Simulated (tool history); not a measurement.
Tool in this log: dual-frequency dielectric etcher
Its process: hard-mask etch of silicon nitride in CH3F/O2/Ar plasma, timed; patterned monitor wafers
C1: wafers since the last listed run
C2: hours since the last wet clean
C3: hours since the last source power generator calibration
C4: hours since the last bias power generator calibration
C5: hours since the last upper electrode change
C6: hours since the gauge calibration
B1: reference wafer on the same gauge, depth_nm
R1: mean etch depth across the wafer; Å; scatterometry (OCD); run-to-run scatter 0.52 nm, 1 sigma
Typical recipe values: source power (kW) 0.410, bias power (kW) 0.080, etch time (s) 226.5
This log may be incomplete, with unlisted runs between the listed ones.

Run 1, day 0.000: usual settings; C1 0; C2 293.0; C3 1917.0; C4 1475.2; C5 3974.7; C6 170.1; B1 175.9. Result: R1 1583 Å.
Run 2, day 0.362: usual settings; C1 61; C2 301.7; C3 1925.7; C4 1483.9; C5 3983.4; C6 178.8; B1 175.9. Result: R1 1582 Å.
Run 3, day 0.646: usual settings; C1 48; C2 308.5; C3 1932.5; C4 1490.7; C5 3990.2; C6 185.6; B1 176.1. Result: R1 1582 Å.
Run 4, day 1.088: usual settings; C1 74; C2 319.1; C3 1943.1; C4 1501.3; C5 4000.8; C6 196.2; B1 175.8. Result: R1 1575 Å.
Run 5, day 1.746: usual settings but source power (kW) 0.460; C1 111; C2 334.9; C3 1958.9; C4 1517.1; C5 4016.6; C6 212.0; B1 176.0. Result: R1 1631 Å.
Run 6, day 2.017: usual settings but source power (kW) 0.460; C1 45; C2 341.4; C3 1965.4; C4 1523.6; C5 4023.1; C6 218.5; B1 176.0. Result: R1 1634 Å.
Run 7, day 3.154: usual settings; C1 192; C2 368.7; C3 1992.7; C4 1550.9; C5 4050.4; C6 245.8; B1 176.1. Result: R1 1568 Å.
Run 8, day 3.662: usual settings; C1 86; C2 380.9; C3 2004.9; C4 1563.1; C5 4062.6; C6 258.0; B1 176.3. Result: R1 1570 Å.
Run 9, day 4.038: usual settings; C1 63; C2 389.9; C3 2013.9; C4 1572.1; C5 4071.6; C6 267.0; B1 175.9. Result: R1 1571 Å.
Run 10, day 4.650: usual settings; C1 103; C2 404.6; C3 2028.6; C4 1586.8; C5 4086.3; C6 281.7; B1 176.0. Result: R1 1569 Å.
At day 5.762: upper electrode replaced.
At day 5.838: gauge calibrated.
At day 6.450: wet clean of the chamber.
Run 11, day 6.471: usual settings; C1 22; C2 0.5; C3 2072.3; C4 1630.5; C5 17.0; C6 15.2; B1 175.8. Result: R1 1603 Å.
Run 12, day 6.488: usual settings but source power (kW) 0.490; C1 2; C2 0.9; C3 2072.7; C4 1630.9; C5 17.4; C6 15.6; B1 175.8. Result: R1 1679 Å.
Run 13, day 6.504: usual settings but source power (kW) 0.490; C1 2; C2 1.3; C3 2073.1; C4 1631.3; C5 17.8; C6 16.0; B1 176.0. Result: R1 1691 Å.
Run 14, day 6.521: usual settings; C1 2; C2 1.7; C3 2073.5; C4 1631.7; C5 18.2; C6 16.4; B1 175.9. Result: R1 1601 Å.
Run 15, day 6.742: usual settings but bias power (kW) 0.073; C1 37; C2 7.0; C3 2078.8; C4 1637.0; C5 23.5; C6 21.7; B1 175.9. Result: R1 1528 Å.
Run 16, day 7.383: usual settings but bias power (kW) 0.096, etch time (s) 173.5; C1 108; C2 22.4; C3 2094.2; C4 1652.4; C5 38.9; C6 37.1; B1 176.2. Result: R1 1328 Å.
Run 17, day 7.679: usual settings; C1 50; C2 29.5; C3 2101.3; C4 1659.5; C5 46.0; C6 44.2; B1 176.1. Result: R1 1594 Å.
Run 18, day 8.342: usual settings but source power (kW) 0.370, bias power (kW) 0.060; C1 112; C2 45.4; C3 2117.2; C4 1675.4; C5 61.9; C6 60.1; B1 175.9. Result: R1 1329 Å.
Run 19, day 8.967: usual settings; C1 105; C2 60.4; C3 2132.2; C4 1690.4; C5 76.9; C6 75.1; B1 176.0. Result: R1 1586 Å.
Run 20, day 9.467: usual settings but source power (kW) 0.340, bias power (kW) 0.096; C1 84; C2 72.4; C3 2144.2; C4 1702.4; C5 88.9; C6 87.1; B1 176.1. Result: R1 1650 Å.
At day 10.146: source power generator calibrated.
Run 21, day 10.167: usual settings but bias power (kW) 0.070, etch time (s) 254.5; C1 90; C2 89.2; C3 0.5; C4 1719.2; C5 105.7; C6 103.9; B1 175.9. Result: R1 1663 Å.
At day 11.017: bias power generator calibrated.
Run 22, day 11.038: usual settings but source power (kW) 0.310, etch time (s) 167.5; C1 119; C2 110.1; C3 21.4; C4 0.5; C5 126.6; C6 124.8; B1 176.1. Result: R1 1077 Å.
Run 23, day 11.588: usual settings; C1 93; C2 123.3; C3 34.6; C4 13.7; C5 139.8; C6 138.0; B1 176.1. Result: R1 1586 Å.
Run 24, day 12.321: usual settings but source power (kW) 0.340; C1 124; C2 140.9; C3 52.2; C4 31.3; C5 157.4; C6 155.6; B1 176.1. Result: R1 1493 Å.
Run 25, day 12.712: usual settings but source power (kW) 0.330; C1 66; C2 150.3; C3 61.6; C4 40.7; C5 166.8; C6 165.0; B1 176.2. Result: R1 1480 Å.
Run 26, day 13.171: usual settings but source power (kW) 0.460, bias power (kW) 0.096; C1 77; C2 161.3; C3 72.6; C4 51.7; C5 177.8; C6 176.0; B1 176.0. Result: R1 1803 Å.
Run 27, day 13.683: usual settings; C1 86; C2 173.6; C3 84.9; C4 64.0; C5 190.1; C6 188.3; B1 176.1. Result: R1 1578 Å.
Run 28, day 14.062: usual settings but source power (kW) 0.440, bias power (kW) 0.068, etch time (s) 173.5; C1 64; C2 182.7; C3 94.0; C4 73.1; C5 199.2; C6 197.4; B1 176.1. Result: R1 1144 Å.
Run 29, day 14.417: usual settings but source power (kW) 0.360, etch time (s) 173.0; C1 60; C2 191.2; C3 102.5; C4 81.6; C5 207.7; C6 205.9; B1 176.1. Result: R1 1156 Å.

Here are 3 independent what-if runs from the current tool condition. What would each one return?
Run A, day 14.438: usual settings; C1 3; C2 191.7; C3 103.0; C4 82.1; C5 208.2; C6 206.4; B1 ?. Result: R1 ?.
Run B, day 14.438: usual settings but source power (kW) 0.450; C1 3; C2 191.7; C3 103.0; C4 82.1; C5 208.2; C6 206.4; B1 ?. Result: R1 ?.
Run C, day 14.438: usual settings but etch time (s) 200.0; C1 3; C2 191.7; C3 103.0; C4 82.1; C5 208.2; C6 206.4; B1 ?. Result: R1 ?.

run     B1    R1
  A  176.3  1585
  B  176.3  1633
  C  176.3  1400
The same runs, with their run-to-run variation unchanged, on a tool lacking any hidden condition would have given:
run    R1
  A  1608
  B  1657
  C  1420
